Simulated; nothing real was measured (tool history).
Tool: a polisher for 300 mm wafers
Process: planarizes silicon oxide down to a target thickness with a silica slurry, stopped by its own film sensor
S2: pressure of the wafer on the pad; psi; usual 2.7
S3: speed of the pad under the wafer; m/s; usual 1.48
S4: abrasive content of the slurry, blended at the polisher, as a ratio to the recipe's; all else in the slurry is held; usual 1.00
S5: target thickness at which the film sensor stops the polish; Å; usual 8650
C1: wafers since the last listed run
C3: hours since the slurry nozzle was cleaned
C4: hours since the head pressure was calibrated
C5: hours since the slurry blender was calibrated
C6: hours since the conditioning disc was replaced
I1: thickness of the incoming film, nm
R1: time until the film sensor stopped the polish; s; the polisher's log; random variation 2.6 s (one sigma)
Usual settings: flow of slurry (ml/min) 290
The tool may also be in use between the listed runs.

run 1 hour=0.0 | flow_of_slurry_(ml/min)=290 S2=2.7 S3=1.48 S4=1.00 S5=8650 | C1=0 wafers_polished_on_this_pad=1971 C3=199.8 C4=244.6 C5=256.0 C6=84.6 | I1=1287.1 | R1=183.4
-- hour=28.7 slurry blender recalibrated
run 2 hour=80.4 | flow_of_slurry_(ml/min)=290 S2=2.7 S3=1.48 S4=1.00 S5=8650 | C1=754 wafers_polished_on_this_pad=2725 C3=280.2 C4=325.0 C5=51.7 C6=165.0 | I1=1273.1 | R1=155.1
-- hour=157.4 worn pad replaced by a new one
run 3 hour=181.5 | flow_of_slurry_(ml/min)=290 S2=2.7 S3=1.48 S4=1.10 S5=8650 | C1=934 wafers_polished_on_this_pad=231 C3=381.3 C4=426.1 C5=152.8 C6=266.1 | I1=1296.6 | R1=157.1
-- hour=207.8 slurry nozzle cleaned
run 4 hour=269.8 | flow_of_slurry_(ml/min)=290 S2=2.7 S3=1.48 S4=1.10 S5=8650 | C1=840 wafers_polished_on_this_pad=1071 C3=62.0 C4=514.4 C5=241.1 C6=354.4 | I1=1255.7 | R1=151.6
run 5 hour=326.1 | flow_of_slurry_(ml/min)=290 S2=2.7 S3=1.48 S4=1.10 S5=8650 | C1=541 wafers_polished_on_this_pad=1613 C3=118.3 C4=570.7 C5=297.4 C6=410.7 | I1=1259.5 | R1=159.2
-- hour=354.3 head pressure recalibrated
-- hour=355.3 conditioning disc replaced and pad reconditioned
-- hour=376.6 slurry blender recalibrated
run 6 hour=378.7 | flow_of_slurry_(ml/min)=290 S2=2.7 S3=1.74 S4=1.00 S5=8650 | C1=458 wafers_polished_on_this_pad=2072 C3=170.9 C4=24.4 C5=2.1 C6=23.4 | I1=1280.3 | R1=142.5
run 7 hour=433.3 | flow_of_slurry_(ml/min)=290 S2=2.7 S3=1.80 S4=1.00 S5=8650 | C1=525 wafers_polished_on_this_pad=2597 C3=225.5 C4=79.0 C5=56.7 C6=78.0 | I1=1282.8 | R1=140.1
-- hour=461.3 worn pad replaced by a new one
run 8 hour=469.4 | flow_of_slurry_(ml/min)=290 S2=2.7 S3=1.48 S4=1.00 S5=8650 | C1=308 wafers_polished_on_this_pad=78 C3=261.6 C4=115.1 C5=92.8 C6=114.1 | I1=1281.8 | R1=170.5
run 9 hour=540.7 | flow_of_slurry_(ml/min)=290 S2=2.7 S3=1.48 S4=1.00 S5=8650 | C1=686 wafers_polished_on_this_pad=764 C3=332.9 C4=186.4 C5=164.1 C6=185.4 | I1=1307.3 | R1=183.5
run 10 hour=613.1 | flow_of_slurry_(ml/min)=290 S2=2.7 S3=1.48 S4=1.00 S5=8650 | C1=696 wafers_polished_on_this_pad=1461 C3=405.3 C4=258.8 C5=236.5 C6=257.8 | I1=1292.6 | R1=175.4
-- hour=618.8 slurry nozzle cleaned
run 11 hour=664.6 | flow_of_slurry_(ml/min)=290 S2=2.7 S3=1.48 S4=1.20 S5=8650 | C1=486 wafers_polished_on_this_pad=1947 C3=45.8 C4=310.3 C5=288.0 C6=309.3 | I1=1264.9 | R1=157.3
-- hour=743.5 conditioning disc replaced and pad reconditioned
-- hour=749.6 slurry blender recalibrated
run 12 hour=750.1 | flow_of_slurry_(ml/min)=290 S2=2.7 S3=1.48 S4=1.00 S5=8650 | C1=784 wafers_polished_on_this_pad=2731 C3=131.3 C4=395.8 C5=0.5 C6=6.6 | I1=1279.4 | R1=151.6
-- hour=805.4 worn pad replaced by a new one
run 13 hour=841.1 | flow_of_slurry_(ml/min)=290 S2=2.7 S3=1.66 S4=1.00 S5=9420 | C1=837 wafers_polished_on_this_pad=343 C3=222.3 C4=486.8 C5=91.5 C6=97.6 | I1=1281.8 | R1=117.7
-- hour=927.3 head pressure recalibrated
run 14 hour=937.6 | flow_of_slurry_(ml/min)=290 S2=2.7 S3=1.48 S4=1.00 S5=8650 | C1=909 wafers_polished_on_this_pad=1253 C3=318.8 C4=10.3 C5=188.0 C6=194.1 | I1=1265.6 | R1=177.6
run 15 hour=980.7 | flow_of_slurry_(ml/min)=290 S2=1.9 S3=1.48 S4=1.25 S5=9570 | C1=414 wafers_polished_on_this_pad=1667 C3=361.9 C4=53.4 C5=231.1 C6=237.2 | I1=1285.1 | R1=183.9
run 16 hour=1066.1 | flow_of_slurry_(ml/min)=290 S2=2.1 S3=1.48 S4=0.85 S5=8650 | C1=821 wafers_polished_on_this_pad=2489 C3=447.3 C4=138.8 C5=316.5 C6=322.6 | I1=1281.1 | R1=281.7
-- hour=1089.4 conditioning disc replaced and pad reconditioned
run 17 hour=1102.3 | flow_of_slurry_(ml/min)=290 S2=2.7 S3=1.94 S4=1.10 S5=8650 | C1=329 wafers_polished_on_this_pad=2819 C3=483.5 C4=175.0 C5=352.7 C6=12.9 | I1=1266.8 | R1=142.8
-- hour=1105.0 slurry blender recalibrated
-- hour=1114.6 slurry nozzle cleaned
-- hour=1134.7 worn pad replaced by a new one
run 18 hour=1168.1 | flow_of_slurry_(ml/min)=250 S2=1.9 S3=1.90 S4=1.00 S5=7490 | C1=565 wafers_polished_on_this_pad=321 C3=53.5 C4=240.8 C5=63.1 C6=78.7 | I1=1285.6 | R1=251.2
run 19 hour=1249.1 | flow_of_slurry_(ml/min)=290 S2=2.7 S3=1.48 S4=1.00 S5=8650 | C1=779 wafers_polished_on_this_pad=1101 C3=134.5 C4=321.8 C5=144.1 C6=159.7 | I1=1288.8 | R1=173.6
run 20 hour=1333.0 | flow_of_slurry_(ml/min)=290 S2=2.7 S3=1.48 S4=1.00 S5=8650 | C1=807 wafers_polished_on_this_pad=1908 C3=218.4 C4=405.7 C5=228.0 C6=243.6 | I1=1292.4 | R1=185.5
-- hour=1399.8 slurry blender recalibrated
run 21 hour=1402.8 | flow_of_slurry_(ml/min)=290 S2=2.7 S3=1.28 S4=1.00 S5=8650 | C1=652 wafers_polished_on_this_pad=2561 C3=288.2 C4=475.5 C5=3.0 C6=313.4 | I1=1260.8 | R1=164.4
-- hour=1423.2 conditioning disc replaced and pad reconditioned
run 22 hour=1452.4 | flow_of_slurry_(ml/min)=290 S2=2.7 S3=1.92 S4=1.00 S5=7860 | C1=458 wafers_polished_on_this_pad=3019 C3=337.8 C4=525.1 C5=52.6 C6=29.2 | I1=1290.6 | R1=148.7
run 23 hour=1500.4 | flow_of_slurry_(ml/min)=215 S2=2.7 S3=1.48 S4=1.00 S5=8040 | C1=462 wafers_polished_on_this_pad=3481 C3=385.8 C4=573.1 C5=100.6 C6=77.2 | I1=1271.4 | R1=180.6
-- hour=1513.7 worn pad replaced by a new one
-- hour=1527.0 slurry nozzle cleaned
-- hour=1574.1 head pressure recalibrated
run 24 hour=1589.2 | flow_of_slurry_(ml/min)=290 S2=2.7 S3=1.48 S4=1.00 S5=8650 | C1=787 wafers_polished_on_this_pad=697 C3=62.2 C4=15.1 C5=189.4 C6=166.0 | I1=1263.6 | R1=174.1
run 25 hour=1655.9 | flow_of_slurry_(ml/min)=340 S2=2.7 S3=1.48 S4=1.30 S5=7870 | C1=642 wafers_polished_on_this_pad=1339 C3=128.9 C4=81.8 C5=256.1 C6=232.7 | I1=1261.6 | R1=184.7

Hidden state at the last listed run before each entry between runs and at the first one after, where it differs:
Between runs 1 and 2: slurry blender recalibrated (hour 28.7)
  deviation of the head's pressure from its setpoint, %: 5.17 -> 6.64; abrasive missing from the slurry, %: 19.7 -> 5.49
  measured less the result without the state, R1: +18.3 -> -4.4 s
Between runs 2 and 3: worn pad replaced by a new one (hour 157.4)
  deviation of the head's pressure from its setpoint, %: 6.64 -> 8.49; abrasive missing from the slurry, %: 5.49 -> 12.6
  measured less the result without the state, R1: -4.4 -> +0.6 s
Between runs 3 and 4: slurry nozzle cleaned (hour 207.8)
  deviation of the head's pressure from its setpoint, %: 8.49 -> 10.1; abrasive missing from the slurry, %: 12.6 -> 18.8
  measured less the result without the state, R1: +0.6 -> +6.1 s
Between runs 5 and 6: head pressure recalibrated (hour 354.3); conditioning disc replaced and pad reconditioned (hour 355.3); slurry blender recalibrated (hour 376.6)
  deviation of the head's pressure from its setpoint, %: 11.1 -> 1.44; abrasive missing from the slurry, %: 22.7 -> 1.8
  measured less the result without the state, R1: +10.8 -> -0.4 s
Between runs 7 and 8: worn pad replaced by a new one (hour 461.3)
  deviation of the head's pressure from its setpoint, %: 2.43 -> 3.1; abrasive missing from the slurry, %: 5.63 -> 8.16
  measured less the result without the state, R1: +1.9 -> +4.3 s
Between runs 10 and 11: slurry nozzle cleaned (hour 618.8)
  deviation of the head's pressure from its setpoint, %: 5.72 -> 6.67; abrasive missing from the slurry, %: 18.2 -> 21.9
  measured less the result without the state, R1: +14.5 -> +13.9 s
Between runs 11 and 12: conditioning disc replaced and pad reconditioned (hour 743.5); slurry blender recalibrated (hour 749.6)
  deviation of the head's pressure from its setpoint, %: 6.67 -> 8.23; abrasive missing from the slurry, %: 21.9 -> 0.355
  measured less the result without the state, R1: +13.9 -> -12.1 s
Between runs 12 and 13: worn pad replaced by a new one (hour 805.4)
  deviation of the head's pressure from its setpoint, %: 8.23 -> 9.9; abrasive missing from the slurry, %: 0.355 -> 6.74
  measured less the result without the state, R1: -12.1 -> -5.9 s
Between runs 13 and 14: head pressure recalibrated (hour 927.3)
  deviation of the head's pressure from its setpoint, %: 9.9 -> 0.11; abrasive missing from the slurry, %: 6.74 -> 13.5
  measured less the result without the state, R1: -5.9 -> +16.5 s
Between runs 16 and 17: conditioning disc replaced and pad reconditioned (hour 1089.4)
  deviation of the head's pressure from its setpoint, %: 2.46 -> 3.12; abrasive missing from the slurry, %: 22.5 -> 25.1
  measured less the result without the state, R1: +47.0 -> +22.4 s
Between runs 17 and 18: slurry blender recalibrated (hour 1105.0); slurry nozzle cleaned (hour 1114.6); worn pad replaced by a new one (hour 1134.7)
  deviation of the head's pressure from its setpoint, %: 3.12 -> 4.33; abrasive missing from the slurry, %: 25.1 -> 8.71
  measured less the result without the state, R1: +22.4 -> +4.4 s
Between runs 20 and 21: slurry blender recalibrated (hour 1399.8)
  deviation of the head's pressure from its setpoint, %: 7.34 -> 8.62; abrasive missing from the slurry, %: 20.3 -> 3.06
  measured less the result without the state, R1: +16.2 -> -10.6 s
Between runs 21 and 22: conditioning disc replaced and pad reconditioned (hour 1423.2)
  deviation of the head's pressure from its setpoint, %: 8.62 -> 9.53; abrasive missing from the slurry, %: 3.06 -> 6.54
  measured less the result without the state, R1: -10.6 -> -7.1 s
Between runs 23 and 24: worn pad replaced by a new one (hour 1513.7); slurry nozzle cleaned (hour 1527.0); head pressure recalibrated (hour 1574.1)
  deviation of the head's pressure from its setpoint, %: 10.4 -> -0.53; abrasive missing from the slurry, %: 9.91 -> 16.1
  measured less the result without the state, R1: -5.4 -> +20.8 s
